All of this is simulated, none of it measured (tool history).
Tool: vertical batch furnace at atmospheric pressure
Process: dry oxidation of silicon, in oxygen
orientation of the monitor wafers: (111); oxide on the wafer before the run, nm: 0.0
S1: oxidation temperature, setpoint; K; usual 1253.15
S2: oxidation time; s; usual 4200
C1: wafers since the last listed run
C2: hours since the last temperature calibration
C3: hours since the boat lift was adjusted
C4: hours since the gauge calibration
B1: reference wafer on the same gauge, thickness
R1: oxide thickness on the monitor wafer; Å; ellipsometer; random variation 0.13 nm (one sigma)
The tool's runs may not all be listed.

run	hour	S1	S2	C1	C2	C3	C4	B1	R1
1	0	1234.15	5100	0	3598.5	4054.9	484.6	67.7	650
2	34.7	1253.15	4200	501	3633.2	4089.6	519.3	67.7	655.4
3	61.8	1253.15	4200	391	3660.3	4116.7	546.4	67.67	656.9
4	90.1	1253.15	4200	409	3688.6	4145	574.7	67.71	657.3
5	153.1	1253.15	4200	910	3751.6	4208	637.7	67.69	656.7
6	174.1	1253.15	4200	303	3772.6	4229	658.7	67.68	655.4
7	206.5	1253.15	4200	468	3805	4261.4	691.1	67.68	658.7
8	241	1253.15	4200	498	3839.5	4295.9	725.6	67.69	658.7
9	260.6	1253.15	4200	283	3859.1	4315.5	745.2	67.71	658.3
10	294.3	1253.15	4200	487	3892.8	4349.2	778.9	67.75	660.7
11	306.7	1253.15	4980	179	3905.2	4361.6	791.3	67.68	736.1
12	322.7	1259.15	4200	231	3921.2	4377.6	807.3	67.71	684.5
# hour 359.9: thermocouples replaced and temperature profile calibrated
13	360.4	1253.15	4200	198	0.5	4415.3	845	67.72	633.9
14	365.6	1253.15	5610	75	5.7	4420.5	850.2	67.7	769.6
15	375.3	1253.15	5610	140	15.4	4430.2	859.9	67.68	769.5
16	395.7	1253.15	4200	294	35.8	4450.6	880.3	67.71	636
17	424.3	1265.15	4200	413	64.4	4479.2	908.9	67.68	695.3
18	450.8	1265.15	4200	383	90.9	4505.7	935.4	67.69	695.3
19	463.3	1234.15	5100	180	103.4	4518.2	947.9	67.71	625.6
20	483.9	1268.15	2880	297	124	4538.8	968.5	67.7	553.6
21	511.2	1253.15	4200	394	151.3	4566.1	995.8	67.68	637.1
22	543.3	1277.15	4200	464	183.4	4598.2	1027.9	67.69	759.2
23	578	1268.15	6120	501	218.1	4632.9	1062.6	67.69	916.1
24	591.6	1232.15	4200	196	231.7	4646.5	1076.2	67.7	542.1
25	605.4	1253.15	4200	199	245.5	4660.3	1090	67.72	639.8
# hour 639.3: boat lift adjusted
26	639.8	1269.15	3330	150	279.9	0.5	1124.4	67.74	617.5
27	645	1275.15	4200	75	285.1	5.7	1129.6	67.72	751.9
# hour 653.2: gauge calibrated
28	655.9	1240.15	5130	157	296	16.6	2.7	67.67	660.9
29	688.9	1236.15	5880	477	329	49.6	35.7	67.68	703.7
30	713	1264.15	2550	348	353.1	73.7	59.8	67.67	496.2
31	734.3	1271.15	5190	307	374.4	95	81.1	67.69	840.9
32	752.5	1260.15	2580	263	392.6	113.2	99.3	67.66	486.6
33	785.9	1253.15	4200	482	426	146.6	132.7	67.71	642.9
34	807.4	1244.15	4200	310	447.5	168.1	154.2	67.71	599.6
35	835.3	1253.15	5880	403	475.4	196	182.1	67.71	804.6
36	847.9	1269.15	4890	182	488	208.6	194.7	67.66	801.3
37	862.4	1235.15	5040	209	502.5	223.1	209.2	67.67	633.6
38	874.6	1262.15	2760	176	514.7	235.3	221.4	67.7	518.3
39	888.8	1263.15	4200	205	528.9	249.5	235.6	67.71	692.5
40	913.2	1253.15	3330	352	553.3	273.9	260	67.71	550.6

Forecast each of these 3 alternatives for the next run:
A	918.4	1253.15	5430	75	558.5	279.1	265.2	?	?
B	918.4	1234.15	3270	75	558.5	279.1	265.2	?	?
C	918.4	1238.15	2850	75	558.5	279.1	265.2	?	?

run	B1	R1
A	67.72	768.3
B	67.72	470.2
C	67.72	442.3
Without the tool's hidden state the same runs would have given:
run	R1
A	755.1
B	461.2
C	433.9
